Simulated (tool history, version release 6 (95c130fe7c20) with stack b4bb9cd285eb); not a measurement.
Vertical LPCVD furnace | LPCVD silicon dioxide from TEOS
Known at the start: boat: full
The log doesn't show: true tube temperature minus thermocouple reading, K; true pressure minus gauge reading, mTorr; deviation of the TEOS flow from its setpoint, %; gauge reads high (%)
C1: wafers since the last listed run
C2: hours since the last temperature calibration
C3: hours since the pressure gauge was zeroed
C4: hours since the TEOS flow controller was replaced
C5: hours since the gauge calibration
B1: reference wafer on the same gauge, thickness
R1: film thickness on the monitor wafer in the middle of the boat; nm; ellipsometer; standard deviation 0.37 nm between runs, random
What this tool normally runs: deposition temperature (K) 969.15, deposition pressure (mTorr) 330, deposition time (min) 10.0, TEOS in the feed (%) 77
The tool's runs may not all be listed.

run 1 hour=0.0 | deposition_temperature_(K)=969.15 deposition_pressure_(mTorr)=330 deposition_time_(min)=10.0 TEOS_in_the_feed_(%)=77 | C1=0 C2=2237.9 C3=1622.7 C4=5128.2 C5=135.6 | B1=71.03 | R1=78.96
run 2 hour=7.3 | deposition_temperature_(K)=969.15 deposition_pressure_(mTorr)=330 deposition_time_(min)=10.0 TEOS_in_the_feed_(%)=77 | C1=134 C2=2245.2 C3=1630.0 C4=5135.5 C5=142.9 | B1=71.05 | R1=79.50
run 3 hour=13.5 | deposition_temperature_(K)=969.15 deposition_pressure_(mTorr)=330 deposition_time_(min)=9.0 TEOS_in_the_feed_(%)=77 | C1=113 C2=2251.4 C3=1636.2 C4=5141.7 C5=149.1 | B1=71.03 | R1=71.27
run 4 hour=30.9 | deposition_temperature_(K)=969.15 deposition_pressure_(mTorr)=330 deposition_time_(min)=9.0 TEOS_in_the_feed_(%)=77 | C1=319 C2=2268.8 C3=1653.6 C4=5159.1 C5=166.5 | B1=71.07 | R1=71.78
run 5 hour=40.5 | deposition_temperature_(K)=969.15 deposition_pressure_(mTorr)=330 deposition_time_(min)=10.0 TEOS_in_the_feed_(%)=77 | C1=176 C2=2278.4 C3=1663.2 C4=5168.7 C5=176.1 | B1=70.95 | R1=79.41
run 6 hour=57.9 | deposition_temperature_(K)=969.15 deposition_pressure_(mTorr)=330 deposition_time_(min)=10.0 TEOS_in_the_feed_(%)=77 | C1=319 C2=2295.8 C3=1680.6 C4=5186.1 C5=193.5 | B1=71.02 | R1=79.32
run 7 hour=64.6 | deposition_temperature_(K)=969.15 deposition_pressure_(mTorr)=330 deposition_time_(min)=10.0 TEOS_in_the_feed_(%)=77 | C1=123 C2=2302.5 C3=1687.3 C4=5192.8 C5=200.2 | B1=71.09 | R1=79.15
run 8 hour=71.7 | deposition_temperature_(K)=969.15 deposition_pressure_(mTorr)=295 deposition_time_(min)=10.0 TEOS_in_the_feed_(%)=77 | C1=130 C2=2309.6 C3=1694.4 C4=5199.9 C5=207.3 | B1=71.04 | R1=75.13
run 9 hour=82.7 | deposition_temperature_(K)=969.15 deposition_pressure_(mTorr)=295 deposition_time_(min)=10.0 TEOS_in_the_feed_(%)=77 | C1=202 C2=2320.6 C3=1705.4 C4=5210.9 C5=218.3 | B1=70.95 | R1=74.36
run 10 hour=93.1 | deposition_temperature_(K)=969.15 deposition_pressure_(mTorr)=295 deposition_time_(min)=10.0 TEOS_in_the_feed_(%)=77 | C1=191 C2=2331.0 C3=1715.8 C4=5221.3 C5=228.7 | B1=71.05 | R1=75.41
run 11 hour=100.6 | deposition_temperature_(K)=969.15 deposition_pressure_(mTorr)=330 deposition_time_(min)=10.0 TEOS_in_the_feed_(%)=77 | C1=137 C2=2338.5 C3=1723.3 C4=5228.8 C5=236.2 | B1=70.95 | R1=79.37
run 12 hour=148.6 | deposition_temperature_(K)=969.15 deposition_pressure_(mTorr)=330 deposition_time_(min)=10.0 TEOS_in_the_feed_(%)=77 | C1=882 C2=2386.5 C3=1771.3 C4=5276.8 C5=284.2 | B1=70.99 | R1=79.68
run 13 hour=155.2 | deposition_temperature_(K)=969.15 deposition_pressure_(mTorr)=330 deposition_time_(min)=10.0 TEOS_in_the_feed_(%)=77 | C1=121 C2=2393.1 C3=1777.9 C4=5283.4 C5=290.8 | B1=70.89 | R1=79.51
run 14 hour=164.4 | deposition_temperature_(K)=969.15 deposition_pressure_(mTorr)=330 deposition_time_(min)=10.0 TEOS_in_the_feed_(%)=77 | C1=169 C2=2402.3 C3=1787.1 C4=5292.6 C5=300.0 | B1=70.93 | R1=79.02
run 15 hour=174.6 | deposition_temperature_(K)=969.15 deposition_pressure_(mTorr)=330 deposition_time_(min)=10.0 TEOS_in_the_feed_(%)=71 | C1=187 C2=2412.5 C3=1797.3 C4=5302.8 C5=310.2 | B1=70.95 | R1=76.37
-- hour=199.0 thermocouples replaced and temperature profile calibrated
run 16 hour=199.5 | deposition_temperature_(K)=981.15 deposition_pressure_(mTorr)=330 deposition_time_(min)=10.0 TEOS_in_the_feed_(%)=77 | C1=16 C2=0.5 C3=1822.2 C4=5327.7 C5=335.1 | B1=70.88 | R1=104.49
run 17 hour=207.5 | deposition_temperature_(K)=965.15 deposition_pressure_(mTorr)=275 deposition_time_(min)=12.5 TEOS_in_the_feed_(%)=88 | C1=147 C2=8.5 C3=1830.2 C4=5335.7 C5=343.1 | B1=71.03 | R1=88.08
-- hour=221.7 gauge calibrated
run 18 hour=222.0 | deposition_temperature_(K)=958.15 deposition_pressure_(mTorr)=330 deposition_time_(min)=10.0 TEOS_in_the_feed_(%)=77 | C1=266 C2=23.0 C3=1844.7 C4=5350.2 C5=0.3 | B1=70.87 | R1=60.99
run 19 hour=234.6 | deposition_temperature_(K)=969.15 deposition_pressure_(mTorr)=330 deposition_time_(min)=13.0 TEOS_in_the_feed_(%)=77 | C1=231 C2=35.6 C3=1857.3 C4=5362.8 C5=12.9 | B1=71.08 | R1=103.16
-- hour=263.1 TEOS flow controller replaced
run 20 hour=263.6 | deposition_temperature_(K)=976.15 deposition_pressure_(mTorr)=330 deposition_time_(min)=10.0 TEOS_in_the_feed_(%)=77 | C1=91 C2=64.6 C3=1886.3 C4=0.5 C5=41.9 | B1=71.07 | R1=93.32
run 21 hour=267.4 | deposition_temperature_(K)=958.15 deposition_pressure_(mTorr)=330 deposition_time_(min)=10.0 TEOS_in_the_feed_(%)=72 | C1=69 C2=68.4 C3=1890.1 C4=4.3 C5=45.7 | B1=71.06 | R1=58.77
run 22 hour=271.2 | deposition_temperature_(K)=978.15 deposition_pressure_(mTorr)=280 deposition_time_(min)=7.0 TEOS_in_the_feed_(%)=64 | C1=69 C2=72.2 C3=1893.9 C4=8.1 C5=49.5 | B1=71.04 | R1=57.80
run 23 hour=277.5 | deposition_temperature_(K)=969.15 deposition_pressure_(mTorr)=390 deposition_time_(min)=10.0 TEOS_in_the_feed_(%)=77 | C1=115 C2=78.5 C3=1900.2 C4=14.4 C5=55.8 | B1=71.04 | R1=86.07
run 24 hour=285.0 | deposition_temperature_(K)=960.15 deposition_pressure_(mTorr)=310 deposition_time_(min)=10.0 TEOS_in_the_feed_(%)=90 | C1=137 C2=86.0 C3=1907.7 C4=21.9 C5=63.3 | B1=71.03 | R1=66.84
-- hour=317.3 pressure gauge zeroed
run 25 hour=317.8 | deposition_temperature_(K)=969.15 deposition_pressure_(mTorr)=330 deposition_time_(min)=9.0 TEOS_in_the_feed_(%)=77 | C1=161 C2=118.8 C3=0.5 C4=54.7 C5=96.1 | B1=70.95 | R1=71.58
run 26 hour=321.6 | deposition_temperature_(K)=969.15 deposition_pressure_(mTorr)=265 deposition_time_(min)=10.0 TEOS_in_the_feed_(%)=88 | C1=69 C2=122.6 C3=4.3 C4=58.5 C5=99.9 | B1=70.97 | R1=76.40
run 27 hour=332.1 | deposition_temperature_(K)=969.15 deposition_pressure_(mTorr)=330 deposition_time_(min)=10.0 TEOS_in_the_feed_(%)=77 | C1=192 C2=133.1 C3=14.8 C4=69.0 C5=110.4 | B1=70.98 | R1=79.14
run 28 hour=384.0 | deposition_temperature_(K)=961.15 deposition_pressure_(mTorr)=275 deposition_time_(min)=8.5 TEOS_in_the_feed_(%)=85 | C1=953 C2=185.0 C3=66.7 C4=120.9 C5=162.3 | B1=71.03 | R1=53.64
run 29 hour=391.8 | deposition_temperature_(K)=969.15 deposition_pressure_(mTorr)=330 deposition_time_(min)=10.0 TEOS_in_the_feed_(%)=77 | C1=143 C2=192.8 C3=74.5 C4=128.7 C5=170.1 | B1=71.00 | R1=78.60
run 30 hour=402.4 | deposition_temperature_(K)=977.15 deposition_pressure_(mTorr)=330 deposition_time_(min)=10.0 TEOS_in_the_feed_(%)=77 | C1=194 C2=203.4 C3=85.1 C4=139.3 C5=180.7 | B1=70.96 | R1=95.22

4 options for the next run, each taken on its own from the tool as it stands now. Forecast them:
run A hour=406.3 | deposition_temperature_(K)=969.15 deposition_pressure_(mTorr)=330 deposition_time_(min)=10.0 TEOS_in_the_feed_(%)=77 | C1=71 C2=207.3 C3=89.0 C4=143.2 C5=184.6 | B1=? | R1=?
run B hour=406.3 | deposition_temperature_(K)=976.15 deposition_pressure_(mTorr)=330 deposition_time_(min)=6.0 TEOS_in_the_feed_(%)=77 | C1=71 C2=207.3 C3=89.0 C4=143.2 C5=184.6 | B1=? | R1=?
run C hour=406.3 | deposition_temperature_(K)=959.15 deposition_pressure_(mTorr)=275 deposition_time_(min)=8.0 TEOS_in_the_feed_(%)=68 | C1=71 C2=207.3 C3=89.0 C4=143.2 C5=184.6 | B1=? | R1=?
run D hour=406.3 | deposition_temperature_(K)=969.15 deposition_pressure_(mTorr)=250 deposition_time_(min)=10.0 TEOS_in_the_feed_(%)=77 | C1=71 C2=207.3 C3=89.0 C4=143.2 C5=184.6 | B1=? | R1=?

run=A B1=71.02 R1=78.92
run=B B1=71.02 R1=55.73
run=C B1=71.02 R1=42.73
run=D B1=71.02 R1=68.69
What these runs would have given with no unlogged condition in the tool:
run=A R1=78.92
run=B R1=55.73
run=C R1=42.73
run=D R1=68.69
